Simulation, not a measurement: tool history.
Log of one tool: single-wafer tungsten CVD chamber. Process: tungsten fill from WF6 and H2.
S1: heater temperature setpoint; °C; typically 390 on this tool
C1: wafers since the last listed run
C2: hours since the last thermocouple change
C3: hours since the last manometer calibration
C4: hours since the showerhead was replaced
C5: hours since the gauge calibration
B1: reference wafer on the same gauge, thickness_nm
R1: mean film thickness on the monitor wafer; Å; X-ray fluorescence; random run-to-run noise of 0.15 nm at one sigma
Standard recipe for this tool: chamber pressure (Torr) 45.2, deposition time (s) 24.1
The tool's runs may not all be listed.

run 1 hour=0 | S1=390 chamber_pressure_(Torr)=45.2 deposition_time_(s)=24.1 | C1=0 C2=2049.7 C3=1673.8 C4=6961.7 C5=68.1 | B1=56.31 | R1=768.93
run 2 hour=14.5 | S1=390 chamber_pressure_(Torr)=45.2 deposition_time_(s)=24.1 | C1=418 C2=2064.2 C3=1688.3 C4=6976.2 C5=82.6 | B1=56.363 | R1=765.38
run 3 hour=23.3 | S1=390 chamber_pressure_(Torr)=45.2 deposition_time_(s)=24.1 | C1=254 C2=2073 C3=1697.1 C4=6985 C5=91.4 | B1=56.287 | R1=766.64
run 4 hour=34.4 | S1=390 chamber_pressure_(Torr)=45.2 deposition_time_(s)=24.1 | C1=320 C2=2084.1 C3=1708.2 C4=6996.1 C5=102.5 | B1=56.296 | R1=767.96
run 5 hour=45.2 | S1=390 chamber_pressure_(Torr)=45.2 deposition_time_(s)=24.1 | C1=311 C2=2094.9 C3=1719 C4=7006.9 C5=113.3 | B1=56.285 | R1=765.45
run 6 hour=59.8 | S1=390 chamber_pressure_(Torr)=45.2 deposition_time_(s)=26.5 | C1=421 C2=2109.5 C3=1733.6 C4=7021.5 C5=127.9 | B1=56.322 | R1=844.83
-- hour=73.5 capacitance manometer re-zeroed and calibrated
run 7 hour=76.3 | S1=390 chamber_pressure_(Torr)=45.2 deposition_time_(s)=26.5 | C1=245 C2=2126 C3=2.8 C4=7038 C5=144.4 | B1=56.264 | R1=846.44
-- hour=76.6 gauge calibrated
-- hour=98.9 showerhead replaced
run 8 hour=99.4 | S1=390 chamber_pressure_(Torr)=45.2 deposition_time_(s)=20.7 | C1=435 C2=2149.1 C3=25.9 C4=0.5 C5=22.8 | B1=56.314 | R1=661.16
-- hour=107.9 thermocouple changed; heater temperature recalibrated
run 9 hour=108.4 | S1=390 chamber_pressure_(Torr)=45.2 deposition_time_(s)=19.4 | C1=28 C2=0.5 C3=34.9 C4=9.5 C5=31.8 | B1=56.31 | R1=563.8
run 10 hour=114.5 | S1=397 chamber_pressure_(Torr)=38.5 deposition_time_(s)=27.3 | C1=176 C2=6.6 C3=41 C4=15.6 C5=37.9 | B1=56.327 | R1=868.26
run 11 hour=130.8 | S1=386 chamber_pressure_(Torr)=34.1 deposition_time_(s)=24.1 | C1=470 C2=22.9 C3=57.3 C4=31.9 C5=54.2 | B1=56.306 | R1=579.5
run 12 hour=138.1 | S1=390 chamber_pressure_(Torr)=45.2 deposition_time_(s)=24.1 | C1=210 C2=30.2 C3=64.6 C4=39.2 C5=61.5 | B1=56.315 | R1=706.89
run 13 hour=150.2 | S1=390 chamber_pressure_(Torr)=45.2 deposition_time_(s)=20.5 | C1=349 C2=42.3 C3=76.7 C4=51.3 C5=73.6 | B1=56.267 | R1=600.58
run 14 hour=161.8 | S1=399 chamber_pressure_(Torr)=39.3 deposition_time_(s)=24.1 | C1=334 C2=53.9 C3=88.3 C4=62.9 C5=85.2 | B1=56.271 | R1=814.15
run 15 hour=168.1 | S1=376 chamber_pressure_(Torr)=55.4 deposition_time_(s)=24.1 | C1=181 C2=60.2 C3=94.6 C4=69.2 C5=91.5 | B1=56.341 | R1=560.45

Results for each run, recomputed without the tool's hidden state and with each run's random variation untouched:
Unlogged tool condition in this case: wafer temperature above the value expected at the setpoint (K); true pressure above the setpoint (%); gauge reads high (%).
run=1 R1=685.71
run=2 R1=682.46
run=3 R1=683.53
run=4 R1=684.64
run=5 R1=682.35
run=6 R1=753.02
run=7 R1=754.36
run=8 R1=589.13
run=9 R1=549.64
run=10 R1=845.88
run=11 R1=561.67
run=12 R1=684.88
run=13 R1=580.47
run=14 R1=786.95
run=15 R1=537.99
